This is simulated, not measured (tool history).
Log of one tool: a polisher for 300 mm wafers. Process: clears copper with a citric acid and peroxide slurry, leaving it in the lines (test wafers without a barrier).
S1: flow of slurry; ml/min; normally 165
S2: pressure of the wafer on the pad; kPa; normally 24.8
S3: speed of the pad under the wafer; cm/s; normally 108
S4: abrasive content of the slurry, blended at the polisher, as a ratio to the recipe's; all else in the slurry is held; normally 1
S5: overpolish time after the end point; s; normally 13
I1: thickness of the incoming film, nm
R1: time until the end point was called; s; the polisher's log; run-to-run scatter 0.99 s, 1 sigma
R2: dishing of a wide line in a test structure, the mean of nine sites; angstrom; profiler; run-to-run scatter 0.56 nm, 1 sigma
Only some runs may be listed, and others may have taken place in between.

run    hour   S1    S2   S3    S4  S5     I1    R1   R2
  1       0  165  24.8  108     1  13  199.6  60.1  303
  2    30.3  165  24.8  108     1  13  198.6  63.3  291
  3    94.2  165  24.8  108     1  17  201.6  68.8  348
  4   145.7  165  24.8  108     1  17  196.3  66.1  345
  5   209.3  165  24.8  108     1  17  201.1  69.2  333
      210.6  -- slurry nozzle cleaned
  6   237.4  165  24.8  108     1   9  198.3  70.7  192
  7   274.7  165  24.8   90     1  13  201.3  84.9  222
  8   328.3  165  24.8   94     1  13  196.9  83.3  225
      358.7  -- worn pad replaced by a new one
      381.5  -- slurry blender recalibrated
  9   388.2  145  24.8   78     1  17    200  83.8  282
 10     439  165  24.8  108   0.8  13  203.1  68.5  274
 11   479.7  165  16.5  132     1  19  201.1  80.7  308
 12   536.4  185  29.6  108     1   8  202.4    58  205
 13   604.5  165  19.3  132     1  13  200.4  77.4  237
 14   653.8  165  17.9  108  1.15  13  199.8  95.5  195
      669.4  -- worn pad replaced by a new one
 15   679.3  165  24.8  108     1  13  201.5  69.4  274
      712.6  -- head pressure recalibrated
 16   720.9  125  24.8  108     1  20  199.1  73.9  351
      739.8  -- slurry blender recalibrated
 17   751.8  220  24.8  108   0.8   6  203.3  67.6  140
 18   819.2  195  24.8  108     1  13    202  67.6  286
 19   850.9  165  24.8   94   0.7   6  202.6  84.4  108
 20   879.4  165  24.8  108     1  17  199.9  68.6  336
 21   945.2  165  24.8  128   0.8  13  199.8  65.1  274
 22   992.5  165  31.7  128     1  13  199.1  49.9  356
     1015.6  -- worn pad replaced by a new one
     1054.9  -- slurry blender recalibrated
 23  1055.3  110  24.8   90  0.85   9  200.7  81.8  162
 24  1097.7  165  24.8   78  1.25  17  201.8  81.5  300
     1107.5  -- slurry nozzle cleaned
 25    1137  165  24.8  108     1  13  201.3    67  279
 26    1181  115  24.8  118     1  13  199.5  67.4  272
 27  1220.3  165  30.3  108     1  13  202.7  57.7  316

A few steps of R1 between consecutive runs. Split each: what settings, incoming material and random variation would produce without the hidden state, and what is left over for the hidden state, along with gauge scatter present in only one of the two compared results (measured, and without hidden state):
Unlogged tool condition in this case: removal rate lost through wear of the pad, %; slurry flow missing at the pad, %; deviation of the head's pressure from its setpoint, %; abrasive missing from the slurry, %.
Run 8 -> 9: S1 165 -> 145, S3 94 -> 78, S5 13 -> 17, worn pad replaced by a new one, slurry blender recalibrated. R1 +0.5 s: hidden state -13.9, all else +14.4.
Run 14 -> 15: S2 17.9 -> 24.8, S4 1.15 -> 1, worn pad replaced by a new one. R1 -26.1 s: hidden state -11, all else -15.1.
Run 22 -> 23: S1 165 -> 110, S2 31.7 -> 24.8, S3 128 -> 90, S4 1 -> 0.85, S5 13 -> 9, worn pad replaced by a new one, slurry blender recalibrated. R1 +31.9 s: hidden state -5.8, all else +37.7.
